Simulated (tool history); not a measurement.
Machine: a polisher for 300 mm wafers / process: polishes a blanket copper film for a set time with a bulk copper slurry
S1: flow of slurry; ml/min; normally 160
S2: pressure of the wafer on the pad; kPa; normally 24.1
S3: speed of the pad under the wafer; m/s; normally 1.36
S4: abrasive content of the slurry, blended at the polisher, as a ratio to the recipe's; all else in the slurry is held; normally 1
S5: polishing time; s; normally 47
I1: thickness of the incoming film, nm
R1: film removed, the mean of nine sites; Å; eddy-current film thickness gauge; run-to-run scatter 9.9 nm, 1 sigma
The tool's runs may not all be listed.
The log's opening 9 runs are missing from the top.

run   hour   S1    S2    S3    S4  S5      I1     R1
 10  112.2  140  24.1  1.36     1  47  3446.8   6692
 11  129.5  160  17.9  1.22  0.75  47  3492.3   4849
 12  177.9  130  19.3   1.8   0.7  47  3496.7   6359
 13  186.8  160  24.1  1.36     1  47  3464.9   6594
       193  -- worn pad replaced by a new one
     195.3  -- slurry blender recalibrated
 14  201.9  190  24.1  1.36     1  35  3473.8   4914
     209.5  -- slurry nozzle cleaned
 15  218.2  190  24.1  1.36     1  47  3463.6   7246
 16  233.4  160  17.9  1.36     1  42  3456.6   5251
 17    243  160  24.1  1.54     1  47  3510.8   7717
 18  258.2  195  16.5  1.36     1  47  3511.2   5835
 19  270.2  175  24.1  1.36     1  47  3455.3   7035
 20  279.2  160  24.1  1.36     1  47  3482.2   7017
 21    294  160  24.1  1.36     1  47  3450.7   6926
 22    320  210  24.1  1.36     1  47  3481.1   7212
     324.6  -- worn pad replaced by a new one
 23    338  210    31  1.36  0.85  36  3511.9   6418
 24  351.1  160    31  1.36   1.2  56  3425.9  10203
 25  359.9  160  24.1  1.36     1  47    3468   6842
 26    372  135  20.7  1.36  1.15  62  3481.1   8316
 27  384.2  135  20.7  1.36  1.15  62  3509.8   8266
 28  397.9  160  24.1  1.36     1  47  3553.3   7002
 29  407.1  160    20  1.36     1  53  3474.1   6997
 30  418.4  160  20.7  1.36   0.9  47    3494   6018

Consider 4 possible next runs. They are alternatives, not a sequence: every one starts from the tool as it was left by run 30. What does each give?
  A  418.8  160  24.1  1.36    1  47  3454   ?
  B  418.8  160  18.6  1.36    1  47  3454   ?
  C  418.8  160  24.1  1.22    1  42  3454   ?
  D  418.8  120  24.1   1.7  1.3  47  3454   ?

run    R1
  A  6844
  B  5780
  C  5620
  D  8219
What these runs would have given with no unlogged condition in the tool:
run    R1
  A  7086
  B  5985
  C  5819
  D  8585
